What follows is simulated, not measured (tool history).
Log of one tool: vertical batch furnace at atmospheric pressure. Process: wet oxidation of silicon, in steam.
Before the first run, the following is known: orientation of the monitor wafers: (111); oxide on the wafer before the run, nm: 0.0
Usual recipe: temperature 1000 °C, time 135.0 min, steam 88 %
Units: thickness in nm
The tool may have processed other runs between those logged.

run	hour	temperature	time	steam	read-back reference wafer on the same gauge, thickness	thickness
1	0.0	994	135.0	88	860.29	682.91
2	18.6	1017	158.5	88	859.53	832.63
3	42.8	1008	135.0	88	860.38	727.42
4	53.2	1008	135.0	88	859.86	727.72
5	67.9	1007	135.0	88	860.32	730.59
6	93.2	1007	135.0	88	860.20	725.93
7	111.9	1007	135.0	88	859.85	724.80
# hour 132.7: gauge calibrated
8	137.1	981	135.0	88	860.59	635.90
9	165.7	1000	85.5	88	860.01	534.81
10	181.3	1000	85.5	88	859.89	534.24
11	192.9	1000	85.5	88	859.91	536.22
12	206.3	1000	98.5	88	860.37	583.88
# hour 253.9: steam generator serviced
13	254.4	1000	98.5	88	859.98	597.43
14	261.1	1000	156.5	88	860.12	784.12
15	272.8	1000	135.0	88	860.15	717.78
# hour 312.5: thermocouples replaced and temperature profile calibrated
16	313.0	1000	153.0	83	859.93	748.91
17	319.7	1000	135.0	97	860.17	763.55
18	328.9	1016	135.0	88	859.80	772.69
19	350.9	1000	135.0	92	859.76	740.52
20	370.7	1000	200.0	88	859.40	905.39
21	389.0	1000	135.0	81	859.99	686.46
22	411.3	1000	162.0	95	860.12	833.44
23	434.0	1000	89.5	77	859.78	522.03
24	453.6	1000	135.0	88	859.90	718.63
25	498.3	1000	156.5	88	859.79	783.62
26	543.5	1000	135.0	88	860.11	718.00
27	568.0	985	166.0	85	860.21	739.79
28	592.9	1000	98.5	88	860.16	597.84
29	613.5	1019	135.0	88	859.55	783.67
30	634.8	1016	135.0	76	860.47	709.30
31	659.8	1000	116.0	88	860.06	657.33
32	682.3	1000	135.0	88	860.17	719.11
33	693.0	1000	200.5	88	860.11	904.71
34	703.2	988	96.5	82	859.52	531.31
35	718.9	1011	81.0	77	859.99	517.07
36	744.6	1021	135.0	84	860.74	773.08
37	758.4	1021	135.0	95	860.05	827.25

Give the tool's hidden conditions for every run:
true tube temperature minus thermocouple reading, K: 0, the same for each run
gauge reads high (%): 0, the same for each run
H1: steam share off its setpoint, % of the setpoint
run	H1
1	-3.96
2	-4.03
3	-4.13
4	-4.17
5	-4.23
6	-4.34
7	-4.41
8	-4.52
9	-4.64
10	-4.71
11	-4.76
12	-4.82
13	-0.0432
14	-0.0433
15	-0.0436
16	-0.0469
17	-0.0477
18	-0.0491
19	-0.053
20	-0.0574
21	-0.0622
22	-0.069
23	-0.077
24	-0.0847
25	-0.105
26	-0.13
27	-0.146
28	-0.163
29	-0.178
30	-0.194
31	-0.215
32	-0.234
33	-0.244
34	-0.253
35	-0.268
36	-0.294
37	-0.308

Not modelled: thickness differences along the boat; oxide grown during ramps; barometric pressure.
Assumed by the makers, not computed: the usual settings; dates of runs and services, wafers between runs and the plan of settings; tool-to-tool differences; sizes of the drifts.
